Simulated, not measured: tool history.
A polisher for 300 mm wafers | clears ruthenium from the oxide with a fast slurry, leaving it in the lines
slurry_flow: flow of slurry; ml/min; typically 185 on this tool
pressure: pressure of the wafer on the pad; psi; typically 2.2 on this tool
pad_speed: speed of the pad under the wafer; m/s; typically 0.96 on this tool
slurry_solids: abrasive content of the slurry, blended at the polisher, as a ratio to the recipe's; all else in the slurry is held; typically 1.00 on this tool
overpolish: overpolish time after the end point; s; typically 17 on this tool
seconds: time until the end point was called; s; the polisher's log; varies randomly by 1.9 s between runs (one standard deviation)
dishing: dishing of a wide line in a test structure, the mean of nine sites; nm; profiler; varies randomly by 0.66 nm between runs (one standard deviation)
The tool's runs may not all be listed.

run   hour  slurry_flow  pressure  pad_speed  slurry_solids  overpolish  incoming thickness of the incoming film, nm  seconds  dishing
  1    0.0          185       1.8       0.96           1.00          17                                        312.1    138.4     27.0
  2   28.7          185       1.8       0.96           1.00          17                                        313.4    144.9     26.2
      40.8  -- slurry nozzle cleaned
      41.7  -- worn pad replaced by a new one
  3   52.1          185       1.8       0.96           1.00          17                                        311.0    135.9     27.3
  4   88.0          185       1.7       0.96           1.00          17                                        312.2    152.2     25.5
  5  104.6          185       1.7       0.96           1.00          17                                        307.1    145.1     25.4
     128.3  -- worn pad replaced by a new one
  6  128.8          185       1.7       0.96           1.00          17                                        309.3    158.9     24.6
  7  147.3          185       2.2       0.96           1.00          17                                        315.7    129.4     28.5
  8  176.1          185       2.2       0.96           1.00          17                                        307.8    128.6     29.0
  9  196.8          185       2.2       0.96           1.00          17                                        313.5    129.1     29.1
     222.5  -- worn pad replaced by a new one, repeated, since the last time left the tool worse
 10  228.2          130       2.2       0.86           1.25          26                                        309.5    113.8     43.4
     234.2  -- slurry blender recalibrated
     244.0  -- head pressure recalibrated
 11  261.5          185       2.2       0.96           1.25          17                                        309.3    103.0     34.3
     268.4  -- slurry nozzle cleaned
 12  274.4          185       1.6       1.20           0.80          26                                        312.4    146.4     36.0
 13  296.0          155       2.9       1.22           0.85          17                                        311.0     79.4     40.5
     303.7  -- worn pad replaced by a new one
 14  318.3          185       2.2       0.96           1.00          17                                        304.2    105.2     32.7
 15  342.5          135       2.2       0.96           1.00          17                                        311.0    120.0     30.1
 16  373.5          240       2.2       0.96           1.00          17                                        310.5    113.9     31.7
     386.2  -- worn pad replaced by a new one
 17  402.5          185       2.9       1.08           1.00          26                                        310.9     75.8     59.0
 18  428.4          185       2.2       0.96           1.00          17                                        310.8    111.9     31.0

Consider 4 possible next runs. They are alternatives, not a sequence: every one starts from the tool as it was left by run 18. What does each give?
  A  428.9          185       2.2       0.96           1.00          17                                        312.2        ?        ?
  B  428.9          160       2.2       0.96           1.00          17                                        312.2        ?        ?
  C  428.9          185       2.2       1.30           1.00          12                                        312.2        ?        ?
  D  428.9          125       2.2       0.96           1.00          20                                        312.2        ?        ?

run  seconds  dishing
  A    116.8     31.0
  B    118.3     30.7
  C     86.3     29.9
  D    120.9     34.4
Stripped of hidden state, with their random variation kept, the same runs would have yielded:
run  seconds  dishing
  A    111.2     32.3
  B    112.6     32.0
  C     82.1     31.1
  D    115.0     35.8

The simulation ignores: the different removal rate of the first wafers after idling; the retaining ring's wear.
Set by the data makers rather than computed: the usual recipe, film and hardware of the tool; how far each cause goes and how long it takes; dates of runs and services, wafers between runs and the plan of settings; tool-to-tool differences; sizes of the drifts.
